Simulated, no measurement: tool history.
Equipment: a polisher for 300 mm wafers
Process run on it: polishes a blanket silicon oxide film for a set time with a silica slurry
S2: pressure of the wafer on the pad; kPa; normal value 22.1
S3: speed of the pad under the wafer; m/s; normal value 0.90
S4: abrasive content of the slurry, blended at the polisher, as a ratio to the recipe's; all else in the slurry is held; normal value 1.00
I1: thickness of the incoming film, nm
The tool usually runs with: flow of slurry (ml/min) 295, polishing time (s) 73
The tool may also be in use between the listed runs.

{"run": 1, "hour": 0.0, "flow of slurry (ml/min)": 295, "S2": 22.1, "S3": 0.9, "S4": 1.0, "polishing time (s)": 73, "I1": 723.1, "film removed (angstrom)": 1534}
{"hour": 4.1, "done": "worn pad replaced by a new one"}
{"run": 2, "hour": 48.9, "flow of slurry (ml/min)": 295, "S2": 22.1, "S3": 0.9, "S4": 1.15, "polishing time (s)": 73, "I1": 727.8, "film removed (angstrom)": 1597}
{"run": 3, "hour": 80.2, "flow of slurry (ml/min)": 295, "S2": 22.1, "S3": 0.9, "S4": 1.15, "polishing time (s)": 73, "I1": 711.7, "film removed (angstrom)": 1567}
{"hour": 90.8, "done": "conditioning disc replaced and pad reconditioned"}
{"hour": 95.9, "done": "slurry nozzle cleaned"}
{"run": 4, "hour": 141.2, "flow of slurry (ml/min)": 295, "S2": 22.1, "S3": 0.9, "S4": 1.15, "polishing time (s)": 73, "I1": 716.3, "film removed (angstrom)": 1605}
{"run": 5, "hour": 202.5, "flow of slurry (ml/min)": 340, "S2": 22.1, "S3": 0.9, "S4": 1.0, "polishing time (s)": 73, "I1": 715.3, "film removed (angstrom)": 1459}
{"hour": 215.3, "done": "slurry blender recalibrated"}
{"run": 6, "hour": 238.6, "flow of slurry (ml/min)": 340, "S2": 22.1, "S3": 0.9, "S4": 1.0, "polishing time (s)": 73, "I1": 720.4, "film removed (angstrom)": 1615}
{"hour": 390.9, "done": "worn pad replaced by a new one"}
{"run": 7, "hour": 442.2, "flow of slurry (ml/min)": 295, "S2": 22.1, "S3": 0.9, "S4": 1.0, "polishing time (s)": 73, "I1": 729.0, "film removed (angstrom)": 1477}
{"hour": 452.0, "done": "conditioning disc replaced and pad reconditioned"}
{"run": 8, "hour": 494.7, "flow of slurry (ml/min)": 295, "S2": 22.1, "S3": 0.9, "S4": 1.0, "polishing time (s)": 73, "I1": 720.6, "film removed (angstrom)": 1527}
{"run": 9, "hour": 544.0, "flow of slurry (ml/min)": 295, "S2": 22.1, "S3": 0.9, "S4": 1.0, "polishing time (s)": 73, "I1": 721.8, "film removed (angstrom)": 1482}
{"hour": 556.7, "done": "slurry blender recalibrated"}
{"run": 10, "hour": 577.4, "flow of slurry (ml/min)": 295, "S2": 22.1, "S3": 0.62, "S4": 1.0, "polishing time (s)": 73, "I1": 714.9, "film removed (angstrom)": 1273}
{"run": 11, "hour": 603.2, "flow of slurry (ml/min)": 295, "S2": 22.1, "S3": 0.9, "S4": 1.0, "polishing time (s)": 73, "I1": 709.1, "film removed (angstrom)": 1586}
{"hour": 643.9, "done": "slurry nozzle cleaned"}
{"run": 12, "hour": 667.3, "flow of slurry (ml/min)": 295, "S2": 22.1, "S3": 0.9, "S4": 1.2, "polishing time (s)": 73, "I1": 713.6, "film removed (angstrom)": 1709}
{"run": 13, "hour": 733.9, "flow of slurry (ml/min)": 295, "S2": 22.1, "S3": 0.9, "S4": 1.0, "polishing time (s)": 73, "I1": 715.8, "film removed (angstrom)": 1544}
{"hour": 759.4, "done": "worn pad replaced by a new one"}
{"run": 14, "hour": 759.9, "flow of slurry (ml/min)": 295, "S2": 19.3, "S3": 1.12, "S4": 1.1, "polishing time (s)": 73, "I1": 717.1, "film removed (angstrom)": 1589}
{"hour": 767.5, "done": "conditioning disc replaced and pad reconditioned"}
{"run": 15, "hour": 807.5, "flow of slurry (ml/min)": 295, "S2": 24.8, "S3": 0.9, "S4": 1.0, "polishing time (s)": 85, "I1": 724.7, "film removed (angstrom)": 2004}
{"run": 16, "hour": 841.7, "flow of slurry (ml/min)": 295, "S2": 19.3, "S3": 0.66, "S4": 1.15, "polishing time (s)": 73, "I1": 734.9, "film removed (angstrom)": 1180}
{"hour": 861.6, "done": "head pressure recalibrated"}
{"hour": 877.6, "done": "slurry blender recalibrated"}
{"run": 17, "hour": 904.6, "flow of slurry (ml/min)": 295, "S2": 22.1, "S3": 0.9, "S4": 1.0, "polishing time (s)": 73, "I1": 709.4, "film removed (angstrom)": 1606}
{"run": 18, "hour": 935.9, "flow of slurry (ml/min)": 265, "S2": 22.1, "S3": 0.62, "S4": 1.3, "polishing time (s)": 73, "I1": 718.6, "film removed (angstrom)": 1395}
{"run": 19, "hour": 962.0, "flow of slurry (ml/min)": 295, "S2": 22.1, "S3": 0.9, "S4": 1.0, "polishing time (s)": 61, "I1": 734.4, "film removed (angstrom)": 1318}
{"run": 20, "hour": 1002.9, "flow of slurry (ml/min)": 295, "S2": 22.1, "S3": 0.9, "S4": 1.0, "polishing time (s)": 73, "I1": 715.6, "film removed (angstrom)": 1553}
{"run": 21, "hour": 1053.0, "flow of slurry (ml/min)": 295, "S2": 29.0, "S3": 0.9, "S4": 1.0, "polishing time (s)": 55, "I1": 729.1, "film removed (angstrom)": 1473}
{"run": 22, "hour": 1105.5, "flow of slurry (ml/min)": 295, "S2": 26.9, "S3": 0.9, "S4": 1.1, "polishing time (s)": 59, "I1": 724.8, "film removed (angstrom)": 1498}
{"hour": 1111.9, "done": "slurry nozzle cleaned"}
{"hour": 1120.6, "done": "conditioning disc replaced and pad reconditioned"}
{"hour": 1143.3, "done": "worn pad replaced by a new one"}
{"run": 23, "hour": 1156.6, "flow of slurry (ml/min)": 375, "S2": 14.5, "S3": 0.9, "S4": 1.0, "polishing time (s)": 73, "I1": 726.7, "film removed (angstrom)": 1009}
{"hour": 1185.6, "done": "slurry blender recalibrated"}
{"run": 24, "hour": 1221.4, "flow of slurry (ml/min)": 295, "S2": 22.1, "S3": 1.18, "S4": 1.0, "polishing time (s)": 73, "I1": 728.5, "film removed (angstrom)": 1902}
{"run": 25, "hour": 1258.9, "flow of slurry (ml/min)": 385, "S2": 16.5, "S3": 0.9, "S4": 0.75, "polishing time (s)": 84, "I1": 720.4, "film removed (angstrom)": 1190}

Predict each of these 4 candidate next runs independently; none follows another, all start after run 25:
{"run": "A", "hour": 1259.3, "flow of slurry (ml/min)": 350, "S2": 22.1, "S3": 0.9, "S4": 1.0, "polishing time (s)": 73, "I1": 714.1, "film removed (angstrom)": "?"}
{"run": "B", "hour": 1259.3, "flow of slurry (ml/min)": 295, "S2": 22.1, "S3": 0.9, "S4": 1.0, "polishing time (s)": 62, "I1": 714.1, "film removed (angstrom)": "?"}
{"run": "C", "hour": 1259.3, "flow of slurry (ml/min)": 295, "S2": 22.1, "S3": 0.64, "S4": 1.0, "polishing time (s)": 73, "I1": 714.1, "film removed (angstrom)": "?"}
{"run": "D", "hour": 1259.3, "flow of slurry (ml/min)": 295, "S2": 22.1, "S3": 0.8, "S4": 1.0, "polishing time (s)": 73, "I1": 714.1, "film removed (angstrom)": "?"}

run=A film_removed_(angstrom)=1563
run=B film_removed_(angstrom)=1312
run=C film_removed_(angstrom)=1239
run=D film_removed_(angstrom)=1430
Without the tool's hidden state the same runs would have given:
run=A film_removed_(angstrom)=1616
run=B film_removed_(angstrom)=1357
run=C film_removed_(angstrom)=1276
run=D film_removed_(angstrom)=1476

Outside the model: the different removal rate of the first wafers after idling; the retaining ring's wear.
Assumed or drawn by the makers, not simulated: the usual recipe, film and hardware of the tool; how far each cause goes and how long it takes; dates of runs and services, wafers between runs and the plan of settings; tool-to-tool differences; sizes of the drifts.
